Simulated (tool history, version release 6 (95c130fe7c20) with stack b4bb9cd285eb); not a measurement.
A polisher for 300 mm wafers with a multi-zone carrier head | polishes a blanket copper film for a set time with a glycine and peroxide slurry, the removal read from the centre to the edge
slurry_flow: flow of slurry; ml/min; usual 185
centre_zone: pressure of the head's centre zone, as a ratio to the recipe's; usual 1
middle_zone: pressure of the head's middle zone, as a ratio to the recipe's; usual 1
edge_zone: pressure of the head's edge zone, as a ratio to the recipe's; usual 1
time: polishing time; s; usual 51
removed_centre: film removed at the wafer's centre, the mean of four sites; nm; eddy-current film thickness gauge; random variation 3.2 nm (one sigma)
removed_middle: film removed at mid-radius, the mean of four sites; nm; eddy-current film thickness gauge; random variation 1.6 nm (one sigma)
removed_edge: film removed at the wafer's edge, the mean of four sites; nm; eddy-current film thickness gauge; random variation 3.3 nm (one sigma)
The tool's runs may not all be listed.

| run | day | slurry_flow | centre_zone | middle_zone | edge_zone | time | incoming thickness of the incoming film, nm | removed_centre | removed_middle | removed_edge |
|---|---|---|---|---|---|---|---|---|---|---|
| 1 | 0 | 185 | 1 | 1 | 1 | 51 | 1148.2 | 257.6 | 240.9 | 239.8 |
|  | 1.55 | worn pad replaced by a new one |
|  | 2.125 | centre zone pressure recalibrated |
| 2 | 4.496 | 185 | 1 | 1 | 1 | 51 | 1192.7 | 245.2 | 252.7 | 246.6 |
|  | 4.733 | slurry nozzle cleaned |
| 3 | 7.954 | 185 | 1 | 1 | 1 | 51 | 1158.2 | 235.5 | 238.9 | 231.7 |
|  | 9.312 | worn pad replaced by a new one |
| 4 | 10.471 | 185 | 1 | 1 | 1 | 51 | 1167.2 | 254.4 | 256 | 254.7 |
|  | 12.112 | edge zone pressure recalibrated |
| 5 | 14.342 | 185 | 1 | 1 | 1.07 | 51 | 1167.7 | 251.2 | 248 | 256.6 |
| 6 | 17.775 | 185 | 1 | 1 | 1.07 | 51 | 1170.4 | 234.1 | 222.3 | 229.4 |
|  | 18.067 | worn pad replaced by a new one |
|  | 19.108 | slurry nozzle cleaned |
| 7 | 21.942 | 185 | 1 | 1 | 1.07 | 51 | 1194.1 | 254.2 | 249.8 | 247.6 |
|  | 25.267 | carrier head's membrane replaced by a new one |
| 8 | 25.4 | 185 | 0.96 | 1 | 0.93 | 51 | 1192.1 | 240 | 235.1 | 223.3 |
|  | 26.271 | worn pad replaced by a new one |
| 9 | 27.992 | 185 | 1 | 1 | 1 | 51 | 1177.5 | 268.3 | 254.7 | 246.9 |

Run 10 comes next. What will it give?
| 10 | 30.833 | 145 | 1 | 0.92 | 1.08 | 51 | 1158.4 | ? | ? | ? |

{"run 10": {"removed_centre": 264.8, "removed_middle": 223.1, "removed_edge": 249.2}}
Without the tool's hidden state the same run would have given removed_centre 247.2 nm, removed_middle 232.9 nm, removed_edge 260 nm.

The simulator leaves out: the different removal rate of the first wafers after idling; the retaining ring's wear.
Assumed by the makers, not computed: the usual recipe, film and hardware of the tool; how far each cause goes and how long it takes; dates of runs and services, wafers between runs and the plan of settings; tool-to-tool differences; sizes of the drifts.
